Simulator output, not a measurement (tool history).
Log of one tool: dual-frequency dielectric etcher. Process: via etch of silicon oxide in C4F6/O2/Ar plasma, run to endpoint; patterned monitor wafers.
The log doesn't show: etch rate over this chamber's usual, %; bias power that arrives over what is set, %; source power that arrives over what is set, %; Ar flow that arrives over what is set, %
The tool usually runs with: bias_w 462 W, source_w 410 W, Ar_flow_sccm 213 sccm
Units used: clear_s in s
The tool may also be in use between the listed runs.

run     day  bias_w  source_w  Ar_flow_sccm  wafers since the last listed run  hours since the last wet clean  hours since the last bias power generator calibration  hours since the last source power generator calibration  hours since the last Ar flow controller change  hours since the last upper electrode change  incoming incoming film thickness, nm  clear_s
  1       0     462       410           213                                 0                              36                                                 1823.8                                                   1904.3                                          4118.2                                       5243.4                                 123.1     28.4
  2   3.942     462       410           231                              1785                           130.6                                                 1918.4                                                   1998.9                                          4212.8                                         5338                                 121.6     28.5
  3   7.092     462       410           231                              1426                           206.2                                                   1994                                                   2074.5                                          4288.4                                       5413.6                                 123.3     28.9
  4   9.542     462       410           231                              1109                             265                                                 2052.8                                                   2133.3                                          4347.2                                       5472.4                                 122.2     28.8
  5  13.583     462       490           213                              1830                             362                                                 2149.8                                                   2230.3                                          4444.2                                       5569.4                                 122.6       27
  6  16.479     462       490           213                              1311                           431.5                                                 2219.3                                                   2299.8                                          4513.7                                       5638.9                                 123.2     27.4
  7  19.783     462       490           213                              1496                           510.8                                                 2298.6                                                   2379.1                                            4593                                       5718.2                                 123.7     27.5
     25.596  -- wet clean of the chamber
  8  25.667     462       410           213                              2211                             1.7                                                 2439.8                                                   2520.3                                          4734.2                                       5859.4                                 123.1       28
  9  29.217     462       410           213                              1607                            86.9                                                   2525                                                   2605.5                                          4819.4                                       5944.6                                   124     28.3
 10  32.633     462       410           213                              1547                           168.9                                                   2607                                                   2687.5                                          4901.4                                       6026.6                                 123.5     28.6
 11  36.992     462       410           260                              1974                           273.5                                                 2711.6                                                   2792.1                                            5006                                       6131.2                                 124.5     29.6
     40.804  -- bias power generator calibrated
     41.588  -- Ar flow controller replaced
 12  42.358     462       410           213                              2242                           402.3                                                   37.3                                                   2920.9                                            18.5                                         6260                                 123.3     29.1
     46.904  -- wet clean of the chamber
 13  46.925     561       370           247                              1615                             0.5                                                  146.9                                                   3030.5                                           128.1                                       6369.6                                 122.9     28.2
 14   47.75     361       340           251                               373                            20.3                                                  166.7                                                   3050.3                                           147.9                                       6389.4                                 122.6     33.1
     51.308  -- source power generator calibrated
      51.45  -- upper electrode replaced
 15  51.471     462       410           213                              1546                           109.6                                                    256                                                      3.9                                           237.2                                          0.5                                 122.4     28.5
 16  55.542     415       440           243                              1843                           207.3                                                  353.7                                                    101.6                                           334.9                                         98.2                                 123.1     29.4
 17  57.788     404       410           213                              1017                           261.2                                                  407.6                                                    155.5                                           388.8                                        152.1                                 123.1     30.4
 18  60.388     462       410           186                              1177                           323.6                                                    470                                                    217.9                                           451.2                                        214.5                                 121.8     28.5
 19  64.846     401       410           234                              2019                           430.6                                                    577                                                    324.9                                           558.2                                        321.5                                 123.2       31
 20  68.908     462       380           196                              1840                           528.1                                                  674.5                                                    422.4                                           655.7                                          419                                 123.6     30.2
     69.912  -- wet clean of the chamber
 21  72.829     380       490           178                              1322                              70                                                  768.6                                                    516.5                                           749.8                                        513.1                                 122.9       28

Branching from run 21: 3 alternative next runs. What would each branch give?
  A  72.846     462       410           213                                 7                            70.4                                                    769                                                    516.9                                           750.2                                        513.5                                 122.8        ?
  B  72.846     510       410           213                                 7                            70.4                                                    769                                                    516.9                                           750.2                                        513.5                                 122.8        ?
  C  72.846     462       510           213                                 7                            70.4                                                    769                                                    516.9                                           750.2                                        513.5                                 122.8        ?

run  clear_s
  A     28.8
  B       28
  C     26.6
Without the tool's unlogged condition, the same runs would have read:
run  clear_s
  A     28.6
  B     27.8
  C     26.4
